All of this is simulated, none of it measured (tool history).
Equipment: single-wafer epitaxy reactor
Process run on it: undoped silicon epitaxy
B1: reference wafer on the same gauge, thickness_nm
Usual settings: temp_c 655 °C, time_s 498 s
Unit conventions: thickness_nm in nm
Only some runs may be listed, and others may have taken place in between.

Run 1, day 0: usual settings; B1 113.551. Result: thickness_nm 98.141 nm.
Run 2, day 0.675: usual settings; B1 113.399. Result: thickness_nm 98.161 nm.
Run 3, day 1.754: usual settings; B1 113.594. Result: thickness_nm 97.631 nm.
Run 4, day 2.871: usual settings; B1 113.517. Result: thickness_nm 97.915 nm.
Run 5, day 3.996: usual settings; B1 113.649. Result: thickness_nm 97.839 nm.
Run 6, day 4.621: usual settings; B1 113.502. Result: thickness_nm 97.323 nm.
Run 7, day 5.75: usual settings; B1 113.437. Result: thickness_nm 97.801 nm.
Run 8, day 6.912: usual settings; B1 113.47. Result: thickness_nm 97.194 nm.
Run 9, day 8.333: usual settings but temp_c 661 °C; B1 113.445. Result: thickness_nm 110.316 nm.
Run 10, day 8.917: usual settings but temp_c 661 °C; B1 113.449. Result: thickness_nm 110.326 nm.
Run 11, day 9.425: usual settings but temp_c 661 °C; B1 113.395. Result: thickness_nm 109.996 nm.
Run 12, day 10.2: usual settings but time_s 576 s; B1 113.482. Result: thickness_nm 112.192 nm.
Run 13, day 10.883: usual settings but time_s 576 s; B1 113.503. Result: thickness_nm 112.509 nm.
Run 14, day 11.454: usual settings; B1 113.403. Result: thickness_nm 97.263 nm.
Run 15, day 15.521: usual settings; B1 113.539. Result: thickness_nm 96.55 nm.
Run 16, day 17.888: usual settings; B1 113.431. Result: thickness_nm 96.483 nm.
Run 17, day 18.404: usual settings; B1 113.52. Result: thickness_nm 96.392 nm.
At day 18.925: gauge calibrated.
Run 18, day 19.192: usual settings; B1 113.416. Result: thickness_nm 96.144 nm.
Run 19, day 19.938: usual settings; B1 113.532. Result: thickness_nm 96.116 nm.
Run 20, day 20.842: usual settings; B1 113.485. Result: thickness_nm 96.57 nm.
Run 21, day 22.125: usual settings but temp_c 651 °C, time_s 531 s; B1 113.544. Result: thickness_nm 94.455 nm.
Run 22, day 23.275: usual settings; B1 113.396. Result: thickness_nm 96.056 nm.
Run 23, day 24.529: usual settings but temp_c 647 °C; B1 113.511. Result: thickness_nm 81.132 nm.
Run 24, day 25.225: usual settings but temp_c 642 °C, time_s 596 s; B1 113.578. Result: thickness_nm 86.817 nm.
Run 25, day 25.742: usual settings; B1 113.539. Result: thickness_nm 95.606 nm.
Run 26, day 26.508: usual settings but temp_c 648 °C, time_s 575 s; B1 113.514. Result: thickness_nm 95.112 nm.
Run 27, day 27.838: usual settings but temp_c 649 °C, time_s 452 s; B1 113.555. Result: thickness_nm 76.067 nm.
Run 28, day 28.838: usual settings; B1 113.438. Result: thickness_nm 95.325 nm.
At day 32.796: pyrometer calibrated.
Run 29, day 32.925: usual settings but temp_c 649 °C, time_s 551 s; B1 113.531. Result: thickness_nm 96.41 nm.
Run 30, day 33.488: usual settings but temp_c 651 °C, time_s 542 s; B1 113.521. Result: thickness_nm 99.127 nm.
Run 31, day 34.867: usual settings; B1 113.452. Result: thickness_nm 98.739 nm.
Run 32, day 36.071: usual settings but temp_c 661 °C, time_s 579 s; B1 113.531. Result: thickness_nm 130.48 nm.
Run 33, day 37.346: usual settings; B1 113.574. Result: thickness_nm 98.917 nm.
Run 34, day 37.912: usual settings but temp_c 668 °C, time_s 558 s; B1 113.536. Result: thickness_nm 144.114 nm.
Run 35, day 38.658: usual settings but temp_c 670 °C, time_s 589 s; B1 113.631. Result: thickness_nm 159.493 nm.
Run 36, day 40.975: usual settings but temp_c 645 °C, time_s 441 s; B1 113.526. Result: thickness_nm 70.963 nm.
Run 37, day 43.858: usual settings but temp_c 651 °C; B1 113.469. Result: thickness_nm 91.167 nm.
Run 38, day 44.558: usual settings but temp_c 651 °C; B1 113.556. Result: thickness_nm 90.594 nm.
Run 39, day 45.733: usual settings; B1 113.57. Result: thickness_nm 98.703 nm.
Run 40, day 46.646: usual settings but temp_c 651 °C, time_s 579 s; B1 113.569. Result: thickness_nm 105.322 nm.

Here are 5 independent what-if runs from the current tool condition. What would each one return?
Run A, day 46.667: usual settings but temp_c 642 °C; B1 ?. Result: thickness_nm ?.
Run B, day 46.667: usual settings but temp_c 647 °C, time_s 556 s; B1 ?. Result: thickness_nm ?.
Run C, day 46.667: usual settings but temp_c 662 °C, time_s 425 s; B1 ?. Result: thickness_nm ?.
Run D, day 46.667: usual settings but temp_c 640 °C; B1 ?. Result: thickness_nm ?.
Run E, day 46.667: usual settings but temp_c 649 °C, time_s 431 s; B1 ?. Result: thickness_nm ?.

run       B1  thickness_nm
  A  113.541        75.139
  B  113.541        93.345
  C  113.541        97.649
  D  113.541        71.974
  E  113.541        75.494
Had the tool no hidden state, the same runs would have come out as:
run  thickness_nm
  A          75.3
  B        93.543
  C        97.849
  D        72.129
  E        75.653
